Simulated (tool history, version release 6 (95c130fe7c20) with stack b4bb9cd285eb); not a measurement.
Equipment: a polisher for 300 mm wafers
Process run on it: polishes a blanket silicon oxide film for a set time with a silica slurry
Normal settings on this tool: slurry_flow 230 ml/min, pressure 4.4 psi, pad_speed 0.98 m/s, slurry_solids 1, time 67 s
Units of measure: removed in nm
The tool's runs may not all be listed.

run	hour	slurry_flow	pressure	pad_speed	slurry_solids	time	incoming thickness of the incoming film, nm	removed
1	0	230	5.5	0.98	1	67	939.8	242.4
2	13	230	4.4	0.98	1	67	923.6	191.8
3	19.7	230	4.4	0.98	1	67	922.3	187.4
4	26.9	230	4.4	0.98	1	67	930.5	198.3
5	38.9	230	4.4	0.98	1	67	916.1	197
# hour 42.3: head pressure recalibrated
6	52.4	250	4.4	1.12	1	82	926.2	267
7	59.6	230	4.4	0.98	1.1	46	926	147.5
# hour 64.3: slurry blender recalibrated
# hour 73.7: worn pad replaced by a new one
8	74.2	230	4.4	1.1	1	67	939.1	234.6
9	89.1	230	4.4	0.98	1	67	938.5	215.8
10	103.6	230	4.4	1.1	1.15	67	944.7	251.5
11	116.2	195	4.4	0.98	0.85	67	939.8	179.1
# hour 117.3: slurry nozzle cleaned
# hour 121: conditioning disc replaced and pad reconditioned
12	132.9	230	5.3	0.98	0.9	53	920.6	181.6
13	146.4	275	4.4	1.2	1.25	67	930.3	280.4
14	152.4	230	5.5	1.06	0.75	67	927.2	201.6
15	162.1	170	4.4	0.7	1	75	943.6	171.8
# hour 167.3: worn pad replaced by a new one
16	174.6	230	4.4	0.98	0.75	67	933.4	152.6
17	192.1	200	4.4	0.98	1	67	919.9	198.9
18	199.8	280	3.9	0.98	1	67	936.9	177.8
19	215.9	230	4.4	0.98	1	67	941	196.6
20	228.9	230	3.3	0.98	1.2	87	927.4	232.5
21	246.1	230	3.8	0.98	1.25	55	916.7	167.4
22	252.7	230	3.4	0.8	0.85	58	919.2	104.4
23	265.4	230	4.4	0.98	1	76	936.8	219.2
# hour 279.2: worn pad replaced by a new one
24	279.7	230	5.1	1.3	1.2	67	917	317.7
25	285.7	250	4.4	1.12	1	82	948.5	259
26	300.2	230	4.4	0.98	1.25	67	916.6	228.1

Consider 4 possible next runs. They are alternatives, not a sequence: every one starts from the tool as it was left by run 26. What does each give?
A	300.7	230	4.4	0.98	1	67	942	?
B	300.7	230	4.4	1.18	1	67	942	?
C	300.7	290	3.7	1.26	1	59	942	?
D	300.7	230	5	0.98	0.75	67	942	?

run	removed
A	197.1
B	224.9
C	182.8
D	166.4
Without the tool's hidden state the same runs would have given:
run	removed
A	219.5
B	250.5
C	203.6
D	190.4
